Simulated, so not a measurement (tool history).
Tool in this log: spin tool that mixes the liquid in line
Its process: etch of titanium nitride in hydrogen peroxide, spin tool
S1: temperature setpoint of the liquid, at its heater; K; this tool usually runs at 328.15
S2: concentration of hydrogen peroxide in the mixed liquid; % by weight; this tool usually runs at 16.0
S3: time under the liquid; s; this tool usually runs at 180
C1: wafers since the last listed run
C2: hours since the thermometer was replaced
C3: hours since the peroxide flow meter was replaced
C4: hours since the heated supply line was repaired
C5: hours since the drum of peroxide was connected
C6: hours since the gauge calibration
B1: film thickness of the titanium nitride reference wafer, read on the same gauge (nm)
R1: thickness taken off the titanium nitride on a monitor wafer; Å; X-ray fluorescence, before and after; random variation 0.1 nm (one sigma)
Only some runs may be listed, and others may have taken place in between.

{"run": 1, "day": 0.0, "S1": 321.15, "S2": 16.0, "S3": 155, "C1": 0, "C2": 848.2, "C3": 571.1, "C4": 1510.3, "C5": 678.3, "C6": 59.8, "B1": 130.0, "R1": 65.5}
{"run": 2, "day": 0.625, "S1": 331.15, "S2": 12.5, "S3": 180, "C1": 115, "C2": 863.2, "C3": 586.1, "C4": 1525.3, "C5": 693.3, "C6": 74.8, "B1": 130.02, "R1": 150.3}
{"run": 3, "day": 1.121, "S1": 331.15, "S2": 12.5, "S3": 180, "C1": 91, "C2": 875.1, "C3": 598.0, "C4": 1537.2, "C5": 705.2, "C6": 86.7, "B1": 130.03, "R1": 150.5}
{"run": 4, "day": 1.479, "S1": 328.15, "S2": 16.0, "S3": 180, "C1": 65, "C2": 883.7, "C3": 606.6, "C4": 1545.8, "C5": 713.8, "C6": 95.3, "B1": 129.99, "R1": 126.6}
{"run": 5, "day": 2.054, "S1": 328.15, "S2": 16.0, "S3": 180, "C1": 105, "C2": 897.5, "C3": 620.4, "C4": 1559.6, "C5": 727.6, "C6": 109.1, "B1": 129.99, "R1": 126.4}
{"day": 2.471, "done": "peroxide flow meter replaced"}
{"run": 6, "day": 2.596, "S1": 328.15, "S2": 16.0, "S3": 180, "C1": 92, "C2": 910.5, "C3": 3.0, "C4": 1572.6, "C5": 740.6, "C6": 122.1, "B1": 129.99, "R1": 125.4}
{"day": 2.908, "done": "thermometer replaced"}
{"day": 3.062, "done": "gauge calibrated"}
{"run": 7, "day": 3.196, "S1": 328.15, "S2": 16.0, "S3": 180, "C1": 102, "C2": 6.9, "C3": 17.4, "C4": 1587.0, "C5": 755.0, "C6": 3.2, "B1": 129.98, "R1": 139.9}
{"run": 8, "day": 3.662, "S1": 323.65, "S2": 20.0, "S3": 180, "C1": 85, "C2": 18.1, "C3": 28.6, "C4": 1598.2, "C5": 766.2, "C6": 14.4, "B1": 129.99, "R1": 105.8}
{"run": 9, "day": 3.921, "S1": 328.15, "S2": 16.0, "S3": 180, "C1": 47, "C2": 24.3, "C3": 34.8, "C4": 1604.4, "C5": 772.4, "C6": 20.6, "B1": 130.01, "R1": 140.0}
{"day": 3.992, "done": "heated supply line repaired"}
{"day": 4.288, "done": "new drum of peroxide connected"}
{"run": 10, "day": 4.308, "S1": 335.15, "S2": 19.5, "S3": 180, "C1": 55, "C2": 33.6, "C3": 44.1, "C4": 7.6, "C5": 0.5, "C6": 29.9, "B1": 130.0, "R1": 311.5}
{"run": 11, "day": 4.792, "S1": 320.15, "S2": 18.5, "S3": 100, "C1": 88, "C2": 45.2, "C3": 55.7, "C4": 19.2, "C5": 12.1, "C6": 41.5, "B1": 130.0, "R1": 59.2}
{"run": 12, "day": 5.254, "S1": 333.65, "S2": 14.0, "S3": 265, "C1": 85, "C2": 56.3, "C3": 66.8, "C4": 30.3, "C5": 23.2, "C6": 52.6, "B1": 129.99, "R1": 383.4}
{"run": 13, "day": 5.6, "S1": 328.15, "S2": 20.0, "S3": 75, "C1": 63, "C2": 64.6, "C3": 75.1, "C4": 38.6, "C5": 31.5, "C6": 60.9, "B1": 130.01, "R1": 80.1}
{"run": 14, "day": 6.121, "S1": 322.15, "S2": 16.0, "S3": 180, "C1": 95, "C2": 77.1, "C3": 87.6, "C4": 51.1, "C5": 44.0, "C6": 73.4, "B1": 129.99, "R1": 118.1}
{"run": 15, "day": 6.617, "S1": 337.15, "S2": 12.0, "S3": 280, "C1": 91, "C2": 89.0, "C3": 99.5, "C4": 63.0, "C5": 55.9, "C6": 85.3, "B1": 129.99, "R1": 495.6}

Difference, measured minus no-hidden-state, one row per run. Run-to-run variation is common to both terms; the gauge's own scatter need not be:
Hidden state present: liquid colder than its thermometer reads (K); peroxide flow above the setpoint (%); temperature lost on the way to the wafer (K); peroxide weaker than its label (%); gauge reads high (%).
run=1 R1=-37.5
run=2 R1=-80.8
run=3 R1=-81.9
run=4 R1=-71.1
run=5 R1=-71.8
run=6 R1=-72.2
run=7 R1=-57.4
run=8 R1=-45.3
run=9 R1=-58.5
run=10 R1=-20.8
run=11 R1=-4.6
run=12 R1=-28.9
run=13 R1=-6.5
run=14 R1=-10.4
run=15 R1=-42.0
